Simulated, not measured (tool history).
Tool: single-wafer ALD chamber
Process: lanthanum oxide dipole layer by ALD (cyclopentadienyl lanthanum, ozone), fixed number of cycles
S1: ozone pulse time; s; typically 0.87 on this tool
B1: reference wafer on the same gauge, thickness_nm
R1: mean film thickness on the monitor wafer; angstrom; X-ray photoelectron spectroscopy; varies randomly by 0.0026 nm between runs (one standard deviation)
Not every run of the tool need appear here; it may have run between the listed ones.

| run | hour | S1 | B1 | R1 |
|---|---|---|---|---|
| 1 | 0 | 0.87 | 0.518 | 4.37 |
| 2 | 15.5 | 0.87 | 0.519 | 4.38 |
| 3 | 26.5 | 0.87 | 0.521 | 4.44 |
| 4 | 42.7 | 0.87 | 0.52 | 4.37 |
| 5 | 55.9 | 0.87 | 0.52 | 4.35 |
| 6 | 71.9 | 0.87 | 0.52 | 4.34 |
|  | 72.3 | gauge calibrated |
| 7 | 86.2 | 0.87 | 0.519 | 4.34 |
| 8 | 103 | 0.87 | 0.519 | 4.34 |
|  | 116.3 | showerhead replaced |
| 9 | 116.8 | 0.87 | 0.52 | 4.36 |
| 10 | 121.1 | 0.87 | 0.52 | 4.3 |
| 11 | 135.5 | 0.67 | 0.52 | 4.05 |
| 12 | 169.3 | 1.1 | 0.521 | 4.59 |
| 13 | 185.1 | 1.06 | 0.52 | 4.51 |
| 14 | 202.1 | 0.76 | 0.52 | 4.19 |
| 15 | 214.9 | 1.19 | 0.52 | 4.63 |
|  | 237.1 | thermocouple changed; heater temperature recalibrated |
| 16 | 237.6 | 0.71 | 0.521 | 4.07 |
| 17 | 247.7 | 1.02 | 0.52 | 4.46 |
| 18 | 263.4 | 1.01 | 0.521 | 4.4 |
| 19 | 273.9 | 0.78 | 0.52 | 4.15 |
|  | 286.4 | ozone generator serviced |
| 20 | 286.9 | 0.87 | 0.52 | 4.63 |
| 21 | 288.9 | 0.87 | 0.52 | 4.64 |
| 22 | 298.6 | 0.54 | 0.519 | 4.15 |
| 23 | 315.5 | 0.87 | 0.519 | 4.6 |
| 24 | 331.1 | 0.87 | 0.519 | 4.61 |
| 25 | 348.2 | 0.62 | 0.52 | 4.3 |
| 26 | 370 | 1.16 | 0.52 | 4.91 |
| 27 | 378 | 0.87 | 0.519 | 4.65 |
| 28 | 384.9 | 0.55 | 0.521 | 4.18 |
| 29 | 400 | 1.2 | 0.519 | 4.92 |
| 30 | 414.9 | 0.87 | 0.519 | 4.57 |
| 31 | 421.8 | 0.87 | 0.521 | 4.6 |
| 32 | 427.9 | 1.17 | 0.52 | 4.94 |
| 33 | 439.1 | 0.61 | 0.52 | 4.23 |
| 34 | 450.3 | 0.87 | 0.52 | 4.57 |

Difference, measured minus no-hidden-state, one row per run. Run-to-run variation is common to both terms; the gauge's own scatter need not be:
Hidden state present: wafer temperature above the value expected at the setpoint (K); ozone dose above that of a generator just serviced (%); gauge reads high (%).
| run | R1 |
|---|---|
| 1 | -0.31 |
| 2 | -0.31 |
| 3 | -0.31 |
| 4 | -0.32 |
| 5 | -0.33 |
| 6 | -0.33 |
| 7 | -0.33 |
| 8 | -0.34 |
| 9 | -0.35 |
| 10 | -0.35 |
| 11 | -0.38 |
| 12 | -0.33 |
| 13 | -0.35 |
| 14 | -0.4 |
| 15 | -0.34 |
| 16 | -0.41 |
| 17 | -0.38 |
| 18 | -0.38 |
| 19 | -0.42 |
| 20 | -0.05 |
| 21 | -0.05 |
| 22 | -0.06 |
| 23 | -0.05 |
| 24 | -0.06 |
| 25 | -0.08 |
| 26 | -0.06 |
| 27 | -0.08 |
| 28 | -0.09 |
| 29 | -0.07 |
| 30 | -0.08 |
| 31 | -0.09 |
| 32 | -0.08 |
| 33 | -0.1 |
| 34 | -0.1 |
